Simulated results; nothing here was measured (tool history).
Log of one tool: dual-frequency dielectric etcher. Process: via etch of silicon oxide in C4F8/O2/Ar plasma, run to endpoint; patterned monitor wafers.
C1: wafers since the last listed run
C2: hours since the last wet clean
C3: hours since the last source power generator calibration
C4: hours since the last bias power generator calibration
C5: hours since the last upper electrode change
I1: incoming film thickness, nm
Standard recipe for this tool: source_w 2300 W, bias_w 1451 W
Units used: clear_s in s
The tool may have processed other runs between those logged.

Run 1, hour 0: usual settings but source_w 2030 W; C1 0; C2 445.3; C3 3564.5; C4 3226.2; C5 4574; I1 1279.1. Result: clear_s 275.9 s.
Run 2, hour 18.7: usual settings; C1 75; C2 464; C3 3583.2; C4 3244.9; C5 4592.7; I1 1276. Result: clear_s 264.2 s.
At hour 57: wet clean of the chamber.
Run 3, hour 57.5: usual settings; C1 59; C2 0.5; C3 3622; C4 3283.7; C5 4631.5; I1 1271.1. Result: clear_s 246.2 s.
Run 4, hour 77.3: usual settings but source_w 2740 W, bias_w 1669 W; C1 79; C2 20.3; C3 3641.8; C4 3303.5; C5 4651.3; I1 1272.5. Result: clear_s 222.4 s.
Run 5, hour 132.1: usual settings but source_w 2740 W, bias_w 1669 W; C1 220; C2 75.1; C3 3696.6; C4 3358.3; C5 4706.1; I1 1279.6. Result: clear_s 223.2 s.
Run 6, hour 165.8: usual settings but source_w 2740 W, bias_w 1669 W; C1 135; C2 108.8; C3 3730.3; C4 3392; C5 4739.8; I1 1275.2. Result: clear_s 226.1 s.
Run 7, hour 198.3: usual settings but bias_w 1527 W; C1 130; C2 141.3; C3 3762.8; C4 3424.5; C5 4772.3; I1 1272.4. Result: clear_s 250 s.
Run 8, hour 224.4: usual settings but bias_w 1527 W; C1 105; C2 167.4; C3 3788.9; C4 3450.6; C5 4798.4; I1 1270.5. Result: clear_s 249.4 s.
Run 9, hour 250.8: usual settings but bias_w 1527 W; C1 106; C2 193.8; C3 3815.3; C4 3477; C5 4824.8; I1 1279.4. Result: clear_s 249.7 s.
Run 10, hour 273.9: usual settings; C1 93; C2 216.9; C3 3838.4; C4 3500.1; C5 4847.9; I1 1263.2. Result: clear_s 250.9 s.
Run 11, hour 294.4: usual settings; C1 82; C2 237.4; C3 3858.9; C4 3520.6; C5 4868.4; I1 1273.5. Result: clear_s 253.1 s.
Run 12, hour 310.3: usual settings but bias_w 1607 W; C1 64; C2 253.3; C3 3874.8; C4 3536.5; C5 4884.3; I1 1281. Result: clear_s 249.9 s.
Run 13, hour 338.4: usual settings but bias_w 1607 W; C1 113; C2 281.4; C3 3902.9; C4 3564.6; C5 4912.4; I1 1275.1. Result: clear_s 250.8 s.
Run 14, hour 354.1: usual settings but bias_w 1607 W; C1 63; C2 297.1; C3 3918.6; C4 3580.3; C5 4928.1; I1 1270.2. Result: clear_s 246.5 s.
Run 15, hour 385.1: usual settings; C1 124; C2 328.1; C3 3949.6; C4 3611.3; C5 4959.1; I1 1272.8. Result: clear_s 258.8 s.
At hour 420: source power generator calibrated.
Run 16, hour 420.5: usual settings; C1 126; C2 363.5; C3 0.5; C4 3646.7; C5 4994.5; I1 1270.3. Result: clear_s 260 s.
Run 17, hour 447.1: usual settings; C1 107; C2 390.1; C3 27.1; C4 3673.3; C5 5021.1; I1 1272.6. Result: clear_s 258.2 s.
At hour 473.4: wet clean of the chamber.
Run 18, hour 476: usual settings but source_w 2460 W, bias_w 1741 W; C1 19; C2 2.6; C3 56; C4 3702.2; C5 5050; I1 1269.9. Result: clear_s 230.9 s.
Run 19, hour 496: usual settings but bias_w 1720 W; C1 80; C2 22.6; C3 76; C4 3722.2; C5 5070; I1 1267.9. Result: clear_s 234.3 s.
Run 20, hour 522.4: usual settings but bias_w 1098 W; C1 106; C2 49; C3 102.4; C4 3748.6; C5 5096.4; I1 1269.5. Result: clear_s 272 s.
At hour 547.9: bias power generator calibrated.
Run 21, hour 548.4: usual settings but source_w 2750 W, bias_w 1310 W; C1 88; C2 75; C3 128.4; C4 0.5; C5 5122.4; I1 1267.1. Result: clear_s 238.9 s.
Run 22, hour 564.9: usual settings but source_w 2820 W, bias_w 1319 W; C1 66; C2 91.5; C3 144.9; C4 17; C5 5138.9; I1 1275.1. Result: clear_s 239.2 s.
At hour 605.2: upper electrode replaced.
Run 23, hour 605.7: usual settings but source_w 2590 W; C1 67; C2 132.3; C3 185.7; C4 57.8; C5 0.5; I1 1267.8. Result: clear_s 242.5 s.
Run 24, hour 631.1: usual settings but source_w 1880 W, bias_w 1729 W; C1 102; C2 157.7; C3 211.1; C4 83.2; C5 25.9; I1 1275.6. Result: clear_s 257 s.
Run 25, hour 649.9: usual settings but source_w 2800 W, bias_w 1152 W; C1 75; C2 176.5; C3 229.9; C4 102; C5 44.7; I1 1273.3. Result: clear_s 251.6 s.
Run 26, hour 671.6: usual settings; C1 87; C2 198.2; C3 251.6; C4 123.7; C5 66.4; I1 1275.9. Result: clear_s 252.1 s.
Run 27, hour 703.8: usual settings but bias_w 1108 W; C1 129; C2 230.4; C3 283.8; C4 155.9; C5 98.6; I1 1271.6. Result: clear_s 279.7 s.
Run 28, hour 737.5: usual settings but source_w 1970 W, bias_w 1119 W; C1 135; C2 264.1; C3 317.5; C4 189.6; C5 132.3; I1 1281. Result: clear_s 293.4 s.
Run 29, hour 764.4: usual settings but source_w 2680 W, bias_w 1114 W; C1 108; C2 291; C3 344.4; C4 216.5; C5 159.2; I1 1275.1. Result: clear_s 262.7 s.
Run 30, hour 782.3: usual settings but source_w 2600 W, bias_w 1601 W; C1 72; C2 308.9; C3 362.3; C4 234.4; C5 177.1; I1 1278.9. Result: clear_s 240.9 s.
Run 31, hour 810.9: usual settings but source_w 2140 W, bias_w 1358 W; C1 115; C2 337.5; C3 390.9; C4 263; C5 205.7; I1 1281.7. Result: clear_s 273.7 s.
Run 32, hour 829.1: usual settings but source_w 2760 W, bias_w 1205 W; C1 73; C2 355.7; C3 409.1; C4 281.2; C5 223.9; I1 1271.6. Result: clear_s 255.8 s.
Run 33, hour 856.4: usual settings; C1 109; C2 383; C3 436.4; C4 308.5; C5 251.2; I1 1262.8. Result: clear_s 257.2 s.
Run 34, hour 886.7: usual settings but bias_w 1310 W; C1 122; C2 413.3; C3 466.7; C4 338.8; C5 281.5; I1 1260. Result: clear_s 268.2 s.

For each entry between runs, how does the tool's hidden state at the last listed run before it compare with that at the first listed run after it?
Run 2 -> run 3: wet clean of the chamber (hour 57)
  etch rate over this chamber's usual, %: -5.15 -> 0.268
  what was measured, less what the result would be without the hidden state, clear_s: +13.6 -> -0.6 s
Run 15 -> run 16: source power generator calibrated (hour 420)
  etch rate over this chamber's usual, %: -3.53 -> -3.94
  what was measured, less what the result would be without the hidden state, clear_s: +9.1 -> +10.2 s
Run 17 -> run 18: wet clean of the chamber (hour 473.4)
  etch rate over this chamber's usual, %: -4.24 -> 0.0811
  what was measured, less what the result would be without the hidden state, clear_s: +10.9 -> -0.2 s
Run 20 -> run 21: bias power generator calibrated (hour 547.9)
  etch rate over this chamber's usual, %: -0.456 -> -0.757
  what was measured, less what the result would be without the hidden state, clear_s: +1.3 -> +1.9 s
Run 22 -> run 23: upper electrode replaced (hour 605.2)
  etch rate over this chamber's usual, %: -0.948 -> -1.42
  what was measured, less what the result would be without the hidden state, clear_s: +2.3 -> +3.4 s
